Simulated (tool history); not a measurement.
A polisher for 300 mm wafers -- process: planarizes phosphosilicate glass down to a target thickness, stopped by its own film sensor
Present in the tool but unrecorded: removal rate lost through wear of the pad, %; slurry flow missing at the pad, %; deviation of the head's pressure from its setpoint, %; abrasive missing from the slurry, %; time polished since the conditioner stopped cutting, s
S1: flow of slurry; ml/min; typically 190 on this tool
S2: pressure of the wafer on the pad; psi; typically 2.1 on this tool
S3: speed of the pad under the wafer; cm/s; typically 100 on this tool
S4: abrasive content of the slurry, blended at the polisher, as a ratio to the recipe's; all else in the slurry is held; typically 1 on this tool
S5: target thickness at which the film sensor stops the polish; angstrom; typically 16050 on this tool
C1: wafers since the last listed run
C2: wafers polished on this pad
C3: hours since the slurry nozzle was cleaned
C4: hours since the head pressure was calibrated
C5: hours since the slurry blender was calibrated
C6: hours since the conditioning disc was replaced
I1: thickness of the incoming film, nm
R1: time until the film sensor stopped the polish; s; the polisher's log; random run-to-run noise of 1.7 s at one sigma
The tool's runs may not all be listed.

{"run": 1, "hour": 0.0, "S1": 190, "S2": 2.1, "S3": 100, "S4": 1.2, "S5": 16050, "C1": 0, "C2": 1256, "C3": 90.8, "C4": 45.8, "C5": 273.4, "C6": 298.6, "I1": 2090.2, "R1": 127.2}
{"hour": 11.1, "done": "conditioning disc replaced and pad reconditioned, repeated, since the last time left the tool worse"}
{"run": 2, "hour": 21.2, "S1": 190, "S2": 2.1, "S3": 100, "S4": 1, "S5": 16050, "C1": 230, "C2": 1487, "C3": 112, "C4": 67, "C5": 294.6, "C6": 10.1, "I1": 2066.5, "R1": 91.5}
{"run": 3, "hour": 37.2, "S1": 140, "S2": 2.1, "S3": 100, "S4": 1, "S5": 17080, "C1": 192, "C2": 1680, "C3": 128, "C4": 83, "C5": 310.6, "C6": 26.1, "I1": 2089.3, "R1": 80.7}
{"hour": 104.6, "done": "slurry blender recalibrated"}
{"run": 4, "hour": 127.3, "S1": 190, "S2": 2.1, "S3": 100, "S4": 1.25, "S5": 17410, "C1": 1059, "C2": 2739, "C3": 218.1, "C4": 173.1, "C5": 22.7, "C6": 116.2, "I1": 2123.3, "R1": 76.2}
{"run": 5, "hour": 148.1, "S1": 190, "S2": 1.7, "S3": 100, "S4": 0.85, "S5": 16050, "C1": 250, "C2": 2989, "C3": 238.9, "C4": 193.9, "C5": 43.5, "C6": 137, "I1": 2092, "R1": 128.2}
{"hour": 154.0, "done": "worn pad replaced by a new one"}
{"run": 6, "hour": 165.6, "S1": 190, "S2": 2.1, "S3": 100, "S4": 1, "S5": 14690, "C1": 162, "C2": 138, "C3": 256.4, "C4": 211.4, "C5": 61, "C6": 154.5, "I1": 2103.9, "R1": 135.1}
{"run": 7, "hour": 250.0, "S1": 190, "S2": 2.1, "S3": 100, "S4": 1, "S5": 16050, "C1": 1014, "C2": 1153, "C3": 340.8, "C4": 295.8, "C5": 145.4, "C6": 238.9, "I1": 2087.2, "R1": 109.3}
{"hour": 253.1, "done": "conditioning disc replaced and pad reconditioned"}
{"run": 8, "hour": 274.4, "S1": 190, "S2": 2.6, "S3": 100, "S4": 1, "S5": 15450, "C1": 269, "C2": 1422, "C3": 365.2, "C4": 320.2, "C5": 169.8, "C6": 21.3, "I1": 2089.5, "R1": 96.6}
{"run": 9, "hour": 293.7, "S1": 190, "S2": 2.1, "S3": 100, "S4": 1.25, "S5": 14710, "C1": 232, "C2": 1654, "C3": 384.5, "C4": 339.5, "C5": 189.1, "C6": 40.6, "I1": 2068.2, "R1": 113.4}
{"run": 10, "hour": 354.6, "S1": 165, "S2": 2.1, "S3": 78, "S4": 1, "S5": 16050, "C1": 732, "C2": 2387, "C3": 445.4, "C4": 400.4, "C5": 250, "C6": 101.5, "I1": 2081, "R1": 122.1}
{"run": 11, "hour": 379.4, "S1": 190, "S2": 2.8, "S3": 100, "S4": 1, "S5": 16050, "C1": 298, "C2": 2685, "C3": 470.2, "C4": 425.2, "C5": 274.8, "C6": 126.3, "I1": 2034.3, "R1": 75.4}
{"run": 12, "hour": 396.1, "S1": 245, "S2": 2.1, "S3": 100, "S4": 0.85, "S5": 16050, "C1": 200, "C2": 2886, "C3": 486.9, "C4": 441.9, "C5": 291.5, "C6": 143, "I1": 2099.6, "R1": 108.9}
{"run": 13, "hour": 421.7, "S1": 190, "S2": 2.1, "S3": 100, "S4": 1.1, "S5": 16050, "C1": 307, "C2": 3193, "C3": 512.5, "C4": 467.5, "C5": 317.1, "C6": 168.6, "I1": 2063, "R1": 95.9}
{"run": 14, "hour": 436.4, "S1": 190, "S2": 1.6, "S3": 100, "S4": 1, "S5": 16050, "C1": 176, "C2": 3370, "C3": 527.2, "C4": 482.2, "C5": 331.8, "C6": 183.3, "I1": 2082.3, "R1": 122.5}
{"hour": 460.0, "done": "worn pad replaced by a new one"}
{"run": 15, "hour": 460.5, "S1": 190, "S2": 2.1, "S3": 100, "S4": 1, "S5": 16050, "C1": 241, "C2": 5, "C3": 551.3, "C4": 506.3, "C5": 355.9, "C6": 207.4, "I1": 2073.1, "R1": 104.4}
{"run": 16, "hour": 473.5, "S1": 190, "S2": 2.1, "S3": 100, "S4": 1, "S5": 16050, "C1": 156, "C2": 161, "C3": 564.3, "C4": 519.3, "C5": 368.9, "C6": 220.4, "I1": 2088.8, "R1": 107.7}
{"hour": 501.2, "done": "slurry blender recalibrated"}
{"run": 17, "hour": 504.9, "S1": 175, "S2": 2.1, "S3": 120, "S4": 1, "S5": 16050, "C1": 353, "C2": 515, "C3": 595.7, "C4": 550.7, "C5": 3.7, "C6": 251.8, "I1": 2103.6, "R1": 106.7}
{"run": 18, "hour": 518.2, "S1": 210, "S2": 2.6, "S3": 120, "S4": 1, "S5": 17610, "C1": 159, "C2": 675, "C3": 609, "C4": 564, "C5": 17, "C6": 265.1, "I1": 2056.2, "R1": 53.5}
{"hour": 532.5, "done": "conditioning disc replaced and pad reconditioned"}
{"run": 19, "hour": 546.1, "S1": 190, "S2": 2.1, "S3": 100, "S4": 1, "S5": 16050, "C1": 311, "C2": 986, "C3": 636.9, "C4": 591.9, "C5": 44.9, "C6": 13.6, "I1": 2075.3, "R1": 92.1}
{"run": 20, "hour": 607.4, "S1": 190, "S2": 2.7, "S3": 100, "S4": 1.15, "S5": 16050, "C1": 736, "C2": 1723, "C3": 698.2, "C4": 653.2, "C5": 106.2, "C6": 74.9, "I1": 2059.3, "R1": 79.4}
{"hour": 635.3, "done": "slurry nozzle cleaned"}
{"run": 21, "hour": 642.3, "S1": 190, "S2": 2.1, "S3": 100, "S4": 0.9, "S5": 16050, "C1": 407, "C2": 2131, "C3": 7, "C4": 688.1, "C5": 141.1, "C6": 109.8, "I1": 2094.3, "R1": 104.8}
{"run": 22, "hour": 677.2, "S1": 190, "S2": 1.7, "S3": 100, "S4": 1, "S5": 16050, "C1": 419, "C2": 2550, "C3": 41.9, "C4": 723, "C5": 176, "C6": 144.7, "I1": 2107.7, "R1": 120.5}
{"run": 23, "hour": 717.4, "S1": 190, "S2": 1.7, "S3": 100, "S4": 0.85, "S5": 16050, "C1": 483, "C2": 3033, "C3": 82.1, "C4": 763.2, "C5": 216.2, "C6": 184.9, "I1": 2087.7, "R1": 128.3}
{"hour": 736.6, "done": "worn pad replaced by a new one"}
{"run": 24, "hour": 747.9, "S1": 235, "S2": 2.1, "S3": 100, "S4": 1.2, "S5": 17200, "C1": 318, "C2": 136, "C3": 112.6, "C4": 793.7, "C5": 246.7, "C6": 215.4, "I1": 2049.5, "R1": 71}

Each row is a separate what-if for the run after 24, all from the same tool condition, not one after another. Results?
{"run": "A", "hour": 748.3, "S1": 190, "S2": 2.1, "S3": 100, "S4": 0.85, "S5": 16050, "C1": 4, "C2": 140, "C3": 113, "C4": 794.1, "C5": 247.1, "C6": 215.8, "I1": 2078.6, "R1": "?"}
{"run": "B", "hour": 748.3, "S1": 190, "S2": 1.6, "S3": 100, "S4": 1.2, "S5": 16050, "C1": 4, "C2": 140, "C3": 113, "C4": 794.1, "C5": 247.1, "C6": 215.8, "I1": 2078.6, "R1": "?"}
{"run": "C", "hour": 748.3, "S1": 190, "S2": 2.8, "S3": 100, "S4": 1.2, "S5": 16940, "C1": 4, "C2": 140, "C3": 113, "C4": 794.1, "C5": 247.1, "C6": 215.8, "I1": 2078.6, "R1": "?"}
{"run": "D", "hour": 748.3, "S1": 210, "S2": 2.1, "S3": 100, "S4": 1, "S5": 16050, "C1": 4, "C2": 140, "C3": 113, "C4": 794.1, "C5": 247.1, "C6": 215.8, "I1": 2078.6, "R1": "?"}
{"run": "E", "hour": 748.3, "S1": 235, "S2": 2.1, "S3": 120, "S4": 0.9, "S5": 14620, "C1": 4, "C2": 140, "C3": 113, "C4": 794.1, "C5": 247.1, "C6": 215.8, "I1": 2078.6, "R1": "?"}

run=A R1=110.7
run=B R1=116.5
run=C R1=68.4
run=D R1=104.4
run=E R1=123.5
With the hidden condition removed and each run's random variation left untouched, the same runs would have given:
run=A R1=96.5
run=B R1=103.3
run=C R1=58.4
run=D R1=91
run=E R1=105.8
